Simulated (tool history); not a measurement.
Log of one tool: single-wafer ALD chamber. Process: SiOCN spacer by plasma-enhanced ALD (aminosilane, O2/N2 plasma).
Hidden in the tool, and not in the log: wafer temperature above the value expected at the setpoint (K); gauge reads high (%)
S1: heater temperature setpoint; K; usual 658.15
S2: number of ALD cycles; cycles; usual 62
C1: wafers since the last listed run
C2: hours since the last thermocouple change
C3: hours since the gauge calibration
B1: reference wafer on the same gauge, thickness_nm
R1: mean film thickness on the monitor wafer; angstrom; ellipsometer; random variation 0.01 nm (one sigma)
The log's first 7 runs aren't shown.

run 8 day=20.496 | S1=658.15 S2=62 | C1=176 C2=450.2 C3=2613.3 | B1=4.417 | R1=39.2
-- day=32.033 gauge calibrated
run 9 day=33.254 | S1=658.15 S2=62 | C1=869 C2=756.4 C3=29.3 | B1=4.509 | R1=40.16
run 10 day=34.942 | S1=658.15 S2=62 | C1=115 C2=796.9 C3=69.8 | B1=4.512 | R1=39.98
run 11 day=37.596 | S1=658.15 S2=62 | C1=180 C2=860.6 C3=133.5 | B1=4.509 | R1=39.85
run 12 day=40.838 | S1=658.15 S2=62 | C1=221 C2=938.4 C3=211.3 | B1=4.51 | R1=39.98
run 13 day=43.179 | S1=658.15 S2=62 | C1=159 C2=994.6 C3=267.5 | B1=4.509 | R1=39.81
run 14 day=45.567 | S1=658.15 S2=62 | C1=162 C2=1051.9 C3=324.8 | B1=4.511 | R1=39.91
run 15 day=49.408 | S1=652.15 S2=62 | C1=261 C2=1144.1 C3=417 | B1=4.51 | R1=40.03
run 16 day=51.754 | S1=671.15 S2=57 | C1=159 C2=1200.4 C3=473.3 | B1=4.51 | R1=36.7
run 17 day=54.204 | S1=658.15 S2=62 | C1=167 C2=1259.2 C3=532.1 | B1=4.509 | R1=40.01
-- day=55.575 thermocouple changed; heater temperature recalibrated
run 18 day=57.662 | S1=671.15 S2=50 | C1=213 C2=50.1 C3=615.1 | B1=4.506 | R1=32.17
run 19 day=61.242 | S1=658.15 S2=62 | C1=244 C2=136 C3=701 | B1=4.505 | R1=39.79
run 20 day=65.05 | S1=658.15 S2=62 | C1=259 C2=227.4 C3=792.4 | B1=4.501 | R1=39.78
run 21 day=67.35 | S1=649.15 S2=53 | C1=156 C2=282.6 C3=847.6 | B1=4.503 | R1=34.03
run 22 day=69.3 | S1=658.15 S2=55 | C1=132 C2=329.4 C3=894.4 | B1=4.502 | R1=35.28
run 23 day=72.267 | S1=658.15 S2=62 | C1=202 C2=400.6 C3=965.6 | B1=4.497 | R1=39.72

The next listed run, before its measurement:
run 24 day=76.438 | S1=653.15 S2=58 | C1=284 C2=500.7 C3=1065.7 | B1=? | R1=?

Run 24 gave B1 4.499, R1 37.3 angstrom.
Without the tool's hidden state the same run would have given R1 37.4 angstrom.
